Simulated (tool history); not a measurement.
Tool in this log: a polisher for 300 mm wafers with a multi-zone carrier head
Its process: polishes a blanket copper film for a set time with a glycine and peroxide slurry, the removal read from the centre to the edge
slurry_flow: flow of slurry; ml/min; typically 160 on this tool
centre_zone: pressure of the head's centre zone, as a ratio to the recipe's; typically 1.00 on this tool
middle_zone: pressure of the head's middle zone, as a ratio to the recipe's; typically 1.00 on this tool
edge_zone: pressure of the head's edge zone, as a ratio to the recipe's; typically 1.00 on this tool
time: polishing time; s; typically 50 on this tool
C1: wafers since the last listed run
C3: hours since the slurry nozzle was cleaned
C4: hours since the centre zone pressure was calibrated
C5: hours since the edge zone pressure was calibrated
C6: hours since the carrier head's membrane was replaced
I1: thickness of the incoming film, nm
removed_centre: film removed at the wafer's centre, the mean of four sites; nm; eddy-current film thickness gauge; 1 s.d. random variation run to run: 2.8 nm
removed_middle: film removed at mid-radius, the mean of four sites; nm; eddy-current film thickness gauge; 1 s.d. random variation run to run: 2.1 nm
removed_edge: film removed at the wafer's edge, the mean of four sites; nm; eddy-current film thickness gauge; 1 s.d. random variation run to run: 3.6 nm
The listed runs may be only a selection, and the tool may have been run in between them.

{"run": 1, "hour": 0.0, "slurry_flow": 160, "centre_zone": 1.0, "middle_zone": 1.0, "edge_zone": 1.0, "time": 50, "C1": 0, "wafers polished on this pad": 2966, "C3": 93.3, "C4": 51.5, "C5": 84.7, "C6": 279.5, "I1": 1172.0, "removed_centre": 284.5, "removed_middle": 284.0, "removed_edge": 291.7}
{"run": 2, "hour": 84.0, "slurry_flow": 160, "centre_zone": 1.0, "middle_zone": 0.97, "edge_zone": 1.0, "time": 50, "C1": 1182, "wafers polished on this pad": 4148, "C3": 177.3, "C4": 135.5, "C5": 168.7, "C6": 363.5, "I1": 1161.9, "removed_centre": 283.7, "removed_middle": 275.9, "removed_edge": 290.6}
{"hour": 137.1, "done": "worn pad replaced by a new one"}
{"run": 3, "hour": 169.6, "slurry_flow": 160, "centre_zone": 1.0, "middle_zone": 0.97, "edge_zone": 1.0, "time": 50, "C1": 1148, "wafers polished on this pad": 456, "C3": 262.9, "C4": 221.1, "C5": 254.3, "C6": 449.1, "I1": 1179.2, "removed_centre": 273.6, "removed_middle": 272.5, "removed_edge": 291.0}
{"run": 4, "hour": 220.4, "slurry_flow": 160, "centre_zone": 1.0, "middle_zone": 0.97, "edge_zone": 1.0, "time": 50, "C1": 714, "wafers polished on this pad": 1171, "C3": 313.7, "C4": 271.9, "C5": 305.1, "C6": 499.9, "I1": 1169.9, "removed_centre": 279.4, "removed_middle": 274.2, "removed_edge": 283.8}
{"hour": 273.9, "done": "slurry nozzle cleaned"}
{"run": 5, "hour": 303.4, "slurry_flow": 160, "centre_zone": 1.0, "middle_zone": 1.0, "edge_zone": 1.0, "time": 50, "C1": 1153, "wafers polished on this pad": 2325, "C3": 29.5, "C4": 354.9, "C5": 388.1, "C6": 582.9, "I1": 1165.0, "removed_centre": 288.3, "removed_middle": 284.1, "removed_edge": 289.7}
{"run": 6, "hour": 359.7, "slurry_flow": 160, "centre_zone": 1.0, "middle_zone": 1.0, "edge_zone": 1.0, "time": 50, "C1": 792, "wafers polished on this pad": 3117, "C3": 85.8, "C4": 411.2, "C5": 444.4, "C6": 639.2, "I1": 1188.1, "removed_centre": 283.1, "removed_middle": 284.9, "removed_edge": 294.2}
{"run": 7, "hour": 403.7, "slurry_flow": 160, "centre_zone": 0.92, "middle_zone": 1.0, "edge_zone": 1.0, "time": 50, "C1": 619, "wafers polished on this pad": 3737, "C3": 129.8, "C4": 455.2, "C5": 488.4, "C6": 683.2, "I1": 1171.8, "removed_centre": 261.2, "removed_middle": 286.4, "removed_edge": 285.7}
{"hour": 409.6, "done": "carrier head's membrane replaced by a new one"}
{"hour": 444.1, "done": "edge zone pressure recalibrated"}
{"run": 8, "hour": 455.2, "slurry_flow": 160, "centre_zone": 0.92, "middle_zone": 1.0, "edge_zone": 1.0, "time": 50, "C1": 626, "wafers polished on this pad": 4363, "C3": 181.3, "C4": 506.7, "C5": 11.1, "C6": 45.6, "I1": 1172.7, "removed_centre": 267.1, "removed_middle": 283.6, "removed_edge": 290.1}
{"run": 9, "hour": 524.2, "slurry_flow": 160, "centre_zone": 0.91, "middle_zone": 1.0, "edge_zone": 1.0, "time": 50, "C1": 971, "wafers polished on this pad": 5334, "C3": 250.3, "C4": 575.7, "C5": 80.1, "C6": 114.6, "I1": 1164.7, "removed_centre": 262.7, "removed_middle": 279.6, "removed_edge": 287.1}
{"hour": 564.2, "done": "worn pad replaced by a new one"}
{"hour": 567.5, "done": "centre zone pressure recalibrated"}
{"run": 10, "hour": 603.4, "slurry_flow": 135, "centre_zone": 0.94, "middle_zone": 1.0, "edge_zone": 1.05, "time": 62, "C1": 1030, "wafers polished on this pad": 523, "C3": 329.5, "C4": 35.9, "C5": 159.3, "C6": 193.8, "I1": 1159.9, "removed_centre": 316.4, "removed_middle": 330.5, "removed_edge": 345.3}
{"run": 11, "hour": 665.1, "slurry_flow": 160, "centre_zone": 1.0, "middle_zone": 0.93, "edge_zone": 1.0, "time": 50, "C1": 868, "wafers polished on this pad": 1392, "C3": 391.2, "C4": 97.6, "C5": 221.0, "C6": 255.5, "I1": 1172.2, "removed_centre": 269.7, "removed_middle": 263.4, "removed_edge": 280.4}
{"hour": 691.7, "done": "slurry nozzle cleaned"}
{"run": 12, "hour": 714.0, "slurry_flow": 160, "centre_zone": 0.9, "middle_zone": 1.0, "edge_zone": 1.0, "time": 66, "C1": 674, "wafers polished on this pad": 2066, "C3": 22.3, "C4": 146.5, "C5": 269.9, "C6": 304.4, "I1": 1165.7, "removed_centre": 353.0, "removed_middle": 375.7, "removed_edge": 378.4}
{"hour": 871.1, "done": "edge zone pressure recalibrated"}
{"run": 13, "hour": 892.0, "slurry_flow": 160, "centre_zone": 1.0, "middle_zone": 1.0, "edge_zone": 1.0, "time": 50, "C1": 2476, "wafers polished on this pad": 4543, "C3": 200.3, "C4": 324.5, "C5": 20.9, "C6": 482.4, "I1": 1157.8, "removed_centre": 287.2, "removed_middle": 284.0, "removed_edge": 293.6}
{"run": 14, "hour": 951.9, "slurry_flow": 160, "centre_zone": 1.0, "middle_zone": 1.0, "edge_zone": 1.0, "time": 50, "C1": 842, "wafers polished on this pad": 5386, "C3": 260.2, "C4": 384.4, "C5": 80.8, "C6": 542.3, "I1": 1166.9, "removed_centre": 281.4, "removed_middle": 278.7, "removed_edge": 283.4}
{"hour": 971.8, "done": "worn pad replaced by a new one"}
{"hour": 980.3, "done": "carrier head's membrane replaced by a new one"}
{"run": 15, "hour": 1033.4, "slurry_flow": 160, "centre_zone": 1.11, "middle_zone": 1.0, "edge_zone": 1.12, "time": 39, "C1": 1020, "wafers polished on this pad": 796, "C3": 341.7, "C4": 465.9, "C5": 162.3, "C6": 53.1, "I1": 1172.5, "removed_centre": 232.3, "removed_middle": 217.0, "removed_edge": 234.0}
{"hour": 1059.6, "done": "slurry nozzle cleaned"}
{"hour": 1098.0, "done": "centre zone pressure recalibrated"}
{"run": 16, "hour": 1112.8, "slurry_flow": 160, "centre_zone": 1.0, "middle_zone": 0.97, "edge_zone": 1.0, "time": 50, "C1": 1075, "wafers polished on this pad": 1871, "C3": 53.2, "C4": 14.8, "C5": 241.7, "C6": 132.5, "I1": 1176.1, "removed_centre": 286.5, "removed_middle": 281.6, "removed_edge": 286.5}
{"run": 17, "hour": 1170.7, "slurry_flow": 125, "centre_zone": 1.04, "middle_zone": 1.0, "edge_zone": 1.0, "time": 44, "C1": 814, "wafers polished on this pad": 2686, "C3": 111.1, "C4": 72.7, "C5": 299.6, "C6": 190.4, "I1": 1162.7, "removed_centre": 246.1, "removed_middle": 239.8, "removed_edge": 244.8}
{"run": 18, "hour": 1227.1, "slurry_flow": 205, "centre_zone": 0.95, "middle_zone": 1.0, "edge_zone": 1.0, "time": 63, "C1": 793, "wafers polished on this pad": 3480, "C3": 167.5, "C4": 129.1, "C5": 356.0, "C6": 246.8, "I1": 1156.9, "removed_centre": 361.7, "removed_middle": 373.2, "removed_edge": 374.9}
{"run": 19, "hour": 1279.9, "slurry_flow": 180, "centre_zone": 1.0, "middle_zone": 1.0, "edge_zone": 0.95, "time": 36, "C1": 743, "wafers polished on this pad": 4223, "C3": 220.3, "C4": 181.9, "C5": 408.8, "C6": 299.6, "I1": 1176.3, "removed_centre": 207.4, "removed_middle": 204.8, "removed_edge": 207.7}
{"hour": 1347.9, "done": "edge zone pressure recalibrated"}
{"run": 20, "hour": 1349.1, "slurry_flow": 190, "centre_zone": 0.92, "middle_zone": 1.0, "edge_zone": 1.12, "time": 56, "C1": 945, "wafers polished on this pad": 5169, "C3": 289.5, "C4": 251.1, "C5": 1.2, "C6": 368.8, "I1": 1175.2, "removed_centre": 307.1, "removed_middle": 324.7, "removed_edge": 334.3}
{"hour": 1392.0, "done": "worn pad replaced by a new one"}
{"run": 21, "hour": 1403.0, "slurry_flow": 175, "centre_zone": 1.0, "middle_zone": 1.0, "edge_zone": 1.0, "time": 50, "C1": 702, "wafers polished on this pad": 155, "C3": 343.4, "C4": 305.0, "C5": 55.1, "C6": 422.7, "I1": 1170.2, "removed_centre": 284.1, "removed_middle": 281.6, "removed_edge": 291.9}
{"hour": 1440.5, "done": "slurry nozzle cleaned"}
{"run": 22, "hour": 1474.8, "slurry_flow": 160, "centre_zone": 0.89, "middle_zone": 1.0, "edge_zone": 1.0, "time": 50, "C1": 996, "wafers polished on this pad": 1151, "C3": 34.3, "C4": 376.8, "C5": 126.9, "C6": 494.5, "I1": 1153.6, "removed_centre": 258.5, "removed_middle": 289.2, "removed_edge": 288.4}

Describe how what the log doesn't record of the tool's condition differs between the last listed run preceding each entry between runs and the first listed run following it.
From run 2 to run 3: worn pad replaced by a new one (hour 137.1)
  slurry flow missing at the pad, %: 8.66 -> 12.7
  measured value less the no-hidden-state value, removed_centre: -5.4 -> -8.1 nm; removed_middle: -4.7 -> -7.1 nm; removed_edge: -3.6 -> -5.4 nm
From run 4 to run 5: slurry nozzle cleaned (hour 273.9)
  slurry flow missing at the pad, %: 15 -> 1.65
  measured value less the no-hidden-state value, removed_centre: -10.0 -> -1.0 nm; removed_middle: -8.7 -> -0.9 nm; removed_edge: -6.4 -> -0.6 nm
From run 7 to run 8: carrier head's membrane replaced by a new one (hour 409.6); edge zone pressure recalibrated (hour 444.1)
  slurry flow missing at the pad, %: 6.32 -> 8.72
  measured value less the no-hidden-state value, removed_centre: -3.5 -> -5.2 nm; removed_middle: -3.4 -> -4.8 nm; removed_edge: -2.4 -> -3.6 nm
From run 9 to run 10: worn pad replaced by a new one (hour 564.2); centre zone pressure recalibrated (hour 567.5)
  slurry flow missing at the pad, %: 11.9 -> 15.6
  measured value less the no-hidden-state value, removed_centre: -7.2 -> -14.2 nm; removed_middle: -6.8 -> -12.9 nm; removed_edge: -5.0 -> -9.4 nm
From run 11 to run 12: slurry nozzle cleaned (hour 691.7)
  slurry flow missing at the pad, %: 18.5 -> 2.6
  measured value less the no-hidden-state value, removed_centre: -12.5 -> -1.9 nm; removed_middle: -10.8 -> -1.8 nm; removed_edge: -8.1 -> -1.3 nm
From run 12 to run 13: edge zone pressure recalibrated (hour 871.1)
  slurry flow missing at the pad, %: 2.6 -> 10.9
  measured value less the no-hidden-state value, removed_centre: -1.9 -> -7.1 nm; removed_middle: -1.8 -> -6.2 nm; removed_edge: -1.3 -> -4.6 nm
From run 14 to run 15: worn pad replaced by a new one (hour 971.8); carrier head's membrane replaced by a new one (hour 980.3)
  slurry flow missing at the pad, %: 13.7 -> 17.5
  measured value less the no-hidden-state value, removed_centre: -9.1 -> -10.0 nm; removed_middle: -7.9 -> -8.3 nm; removed_edge: -5.7 -> -6.3 nm
From run 15 to run 16: slurry nozzle cleaned (hour 1059.6); centre zone pressure recalibrated (hour 1098.0)
  slurry flow missing at the pad, %: 17.5 -> 2.58
  measured value less the no-hidden-state value, removed_centre: -10.0 -> -1.6 nm; removed_middle: -8.3 -> -1.3 nm; removed_edge: -6.3 -> -0.9 nm
From run 19 to run 20: edge zone pressure recalibrated (hour 1347.9)
  slurry flow missing at the pad, %: 10.4 -> 13.6
  measured value less the no-hidden-state value, removed_centre: -4.3 -> -8.3 nm; removed_middle: -3.8 -> -7.7 nm; removed_edge: -2.7 -> -5.8 nm
From run 20 to run 21: worn pad replaced by a new one (hour 1392.0)
  slurry flow missing at the pad, %: 13.6 -> 16.1
  measured value less the no-hidden-state value, removed_centre: -8.3 -> -10.2 nm; removed_middle: -7.7 -> -8.8 nm; removed_edge: -5.8 -> -6.6 nm
From run 21 to run 22: slurry nozzle cleaned (hour 1440.5)
  slurry flow missing at the pad, %: 16.1 -> 3.29
  measured value less the no-hidden-state value, removed_centre: -10.2 -> -1.8 nm; removed_middle: -8.8 -> -1.8 nm; removed_edge: -6.6 -> -1.3 nm
